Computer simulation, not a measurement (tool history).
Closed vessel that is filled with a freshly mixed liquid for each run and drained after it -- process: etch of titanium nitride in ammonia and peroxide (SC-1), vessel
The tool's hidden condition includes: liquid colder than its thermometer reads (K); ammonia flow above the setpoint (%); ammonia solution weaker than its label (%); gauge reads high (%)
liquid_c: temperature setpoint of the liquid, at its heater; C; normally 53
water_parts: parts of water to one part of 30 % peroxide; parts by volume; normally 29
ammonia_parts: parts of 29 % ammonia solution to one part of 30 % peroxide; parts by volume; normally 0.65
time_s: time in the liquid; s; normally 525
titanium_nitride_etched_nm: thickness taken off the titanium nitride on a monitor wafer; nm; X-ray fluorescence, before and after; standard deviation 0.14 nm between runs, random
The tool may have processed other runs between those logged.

| run | hour | liquid_c | water_parts | ammonia_parts | time_s | wafers since the last listed run | hours since the thermometer was replaced | hours since the ammonia flow meter was replaced | hours since the drum of ammonia solution was connected | hours since the gauge calibration | read-back film thickness of the titanium nitride reference wafer, read on the same gauge (nm) | titanium_nitride_etched_nm |
|---|---|---|---|---|---|---|---|---|---|---|---|---|
| 1 | 0 | 47.5 | 29 | 0.65 | 525 | 0 | 2360.2 | 174.2 | 690.5 | 404.2 | 50.02 | 15.26 |
| 2 | 18.8 | 53 | 29 | 0.65 | 405 | 1431 | 2379 | 193 | 709.3 | 423 | 50.01 | 17.34 |
| 3 | 53.9 | 53 | 29 | 0.65 | 355 | 2672 | 2414.1 | 228.1 | 744.4 | 458.1 | 49.99 | 15.04 |
| 4 | 88.3 | 53 | 29 | 0.65 | 355 | 2619 | 2448.5 | 262.5 | 778.8 | 492.5 | 49.99 | 15.25 |
| 5 | 118.1 | 53 | 29 | 0.65 | 355 | 2269 | 2478.3 | 292.3 | 808.6 | 522.3 | 50.02 | 15.16 |
| 6 | 152.7 | 53 | 29 | 0.65 | 525 | 2634 | 2512.9 | 326.9 | 843.2 | 556.9 | 50 | 22.37 |
| 7 | 177.4 | 53 | 29 | 0.65 | 525 | 1880 | 2537.6 | 351.6 | 867.9 | 581.6 | 50.03 | 22.14 |
|  | 204 | ammonia flow meter replaced |
| 8 | 234.2 | 53 | 29 | 0.65 | 525 | 4249 | 2594.4 | 30.2 | 924.7 | 638.4 | 50 | 22.32 |
| 9 | 266.8 | 53 | 29 | 0.65 | 755 | 2482 | 2627 | 62.8 | 957.3 | 671 | 50 | 32 |
| 10 | 291.2 | 53 | 34.5 | 0.65 | 525 | 1858 | 2651.4 | 87.2 | 981.7 | 695.4 | 50 | 20.11 |
| 11 | 322.2 | 53 | 34.5 | 0.65 | 525 | 2360 | 2682.4 | 118.2 | 1012.7 | 726.4 | 50.01 | 20.29 |
|  | 335.9 | thermometer replaced |
| 12 | 344.3 | 45.5 | 29 | 0.85 | 835 | 1606 | 8.4 | 140.3 | 1034.8 | 748.5 | 49.99 | 21.91 |
|  | 346.4 | new drum of ammonia solution connected |
| 13 | 362 | 53 | 41 | 0.75 | 350 | 1271 | 26.1 | 158 | 15.6 | 766.2 | 50.02 | 12.72 |
| 14 | 393.8 | 53 | 29 | 0.5 | 605 | 2421 | 57.9 | 189.8 | 47.4 | 798 | 50.01 | 24.95 |
| 15 | 413.8 | 53 | 29 | 0.65 | 525 | 1522 | 77.9 | 209.8 | 67.4 | 818 | 49.99 | 22.57 |
| 16 | 431.7 | 53 | 29 | 0.65 | 525 | 1363 | 95.8 | 227.7 | 85.3 | 835.9 | 49.99 | 22.73 |
| 17 | 447.4 | 53 | 29 | 0.65 | 270 | 1195 | 111.5 | 243.4 | 101 | 851.6 | 50.01 | 11.76 |
| 18 | 467.9 | 47.5 | 29 | 0.65 | 525 | 1561 | 132 | 263.9 | 121.5 | 872.1 | 49.98 | 15.44 |
|  | 547.3 | ammonia flow meter replaced |
| 19 | 553.5 | 46.5 | 15.5 | 0.65 | 760 | 6442 | 217.6 | 6.2 | 207.1 | 957.7 | 50 | 29.5 |
| 20 | 566.2 | 53 | 33.5 | 0.75 | 525 | 967 | 230.3 | 18.9 | 219.8 | 970.4 | 49.98 | 21.29 |
| 21 | 592.1 | 53 | 29 | 0.65 | 525 | 1972 | 256.2 | 44.8 | 245.7 | 996.3 | 50.01 | 22.62 |
|  | 607.8 | gauge calibrated |
| 22 | 619 | 53 | 29 | 0.65 | 525 | 2048 | 283.1 | 71.7 | 272.6 | 11.2 | 49.99 | 22.64 |
| 23 | 668 | 53 | 17.5 | 0.75 | 525 | 3731 | 332.1 | 120.7 | 321.6 | 60.2 | 50 | 30.97 |
| 24 | 703.4 | 43 | 29 | 0.5 | 525 | 2695 | 367.5 | 156.1 | 357 | 95.6 | 50.01 | 10.63 |
| 25 | 811.2 | 45.5 | 29 | 0.4 | 215 | 8208 | 475.3 | 263.9 | 464.8 | 203.4 | 49.99 | 4.94 |
| 26 | 834.1 | 46.5 | 29 | 0.75 | 635 | 1743 | 498.2 | 286.8 | 487.7 | 226.3 | 50 | 17.93 |
| 27 | 856.6 | 53 | 40 | 0.4 | 525 | 1713 | 520.7 | 309.3 | 510.2 | 248.8 | 49.99 | 17.03 |
| 28 | 881.1 | 45.5 | 18.5 | 0.65 | 635 | 1865 | 545.2 | 333.8 | 534.7 | 273.3 | 50.01 | 20.66 |

Below are 4 alternative next runs, each starting from the tool's condition after run 28. Predict each:
| A | 881.9 | 53 | 29 | 0.65 | 385 | 60 | 546 | 334.6 | 535.5 | 274.1 | ? | ? |
| B | 881.9 | 53 | 29 | 0.65 | 810 | 60 | 546 | 334.6 | 535.5 | 274.1 | ? | ? |
| C | 881.9 | 60.5 | 29 | 0.65 | 255 | 60 | 546 | 334.6 | 535.5 | 274.1 | ? | ? |
| D | 881.9 | 53 | 29 | 0.95 | 525 | 60 | 546 | 334.6 | 535.5 | 274.1 | ? | ? |

| run | read-back film thickness of the titanium nitride reference wafer, read on the same gauge (nm) | titanium_nitride_etched_nm |
|---|---|---|
| A | 49.99 | 16.28 |
| B | 49.99 | 34.26 |
| C | 49.99 | 17.81 |
| D | 49.99 | 23.83 |
Take away the tool's hidden state, keep each run's random variation, and the runs would have read:
| run | titanium_nitride_etched_nm |
|---|---|
| A | 16.51 |
| B | 34.74 |
| C | 18.06 |
| D | 24.15 |

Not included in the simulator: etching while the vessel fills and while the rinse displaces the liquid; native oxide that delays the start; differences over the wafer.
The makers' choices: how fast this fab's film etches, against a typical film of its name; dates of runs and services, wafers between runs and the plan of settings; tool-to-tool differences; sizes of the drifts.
